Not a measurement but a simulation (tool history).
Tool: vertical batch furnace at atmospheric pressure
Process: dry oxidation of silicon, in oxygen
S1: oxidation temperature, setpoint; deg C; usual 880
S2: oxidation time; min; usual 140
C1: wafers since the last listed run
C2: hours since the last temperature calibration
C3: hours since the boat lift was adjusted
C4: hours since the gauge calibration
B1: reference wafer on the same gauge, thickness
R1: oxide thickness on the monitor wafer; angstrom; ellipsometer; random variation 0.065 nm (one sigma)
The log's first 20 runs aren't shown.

run 21 hour=1415.2 | S1=899 S2=200 | C1=415 C2=155.2 C3=311.5 C4=608.3 | B1=28.6 | R1=449
run 22 hour=1522.8 | S1=872 S2=140 | C1=1112 C2=262.8 C3=419.1 C4=715.9 | B1=28.6 | R1=282.1
run 23 hour=1561.1 | S1=870 S2=104.5 | C1=396 C2=301.1 C3=457.4 C4=754.2 | B1=28.59 | R1=240
run 24 hour=1660.7 | S1=880 S2=140 | C1=1029 C2=400.7 C3=557 C4=853.8 | B1=28.61 | R1=302.5
run 25 hour=1724.9 | S1=891 S2=70.5 | C1=663 C2=464.9 C3=621.2 C4=918 | B1=28.6 | R1=233.5
run 26 hour=1775.2 | S1=899 S2=173 | C1=520 C2=515.2 C3=671.5 C4=968.3 | B1=28.61 | R1=409.3
run 27 hour=1959.4 | S1=880 S2=140 | C1=1904 C2=699.4 C3=855.7 C4=1152.5 | B1=28.61 | R1=303
run 28 hour=2048.6 | S1=880 S2=140 | C1=922 C2=788.6 C3=944.9 C4=1241.7 | B1=28.6 | R1=303.2
run 29 hour=2133.1 | S1=895 S2=203.5 | C1=873 C2=873.1 C3=1029.4 C4=1326.2 | B1=28.6 | R1=434.9
run 30 hour=2234.9 | S1=897 S2=163 | C1=1052 C2=974.9 C3=1131.2 C4=1428 | B1=28.6 | R1=385.8
run 31 hour=2305 | S1=871 S2=140 | C1=724 C2=1045 C3=1201.3 C4=1498.1 | B1=28.59 | R1=280.6
run 32 hour=2404.8 | S1=880 S2=140 | C1=1031 C2=1144.8 C3=1301.1 C4=1597.9 | B1=28.59 | R1=304.8

Forecast run 33:
run 33 hour=2443.9 | S1=863 S2=203.5 | C1=404 C2=1183.9 C3=1340.2 C4=1637 | B1=? | R1=?

{"run 33": {"B1": 28.6, "R1": 320}}
Without the tool's hidden state the same run would have given R1 318.9 angstrom.
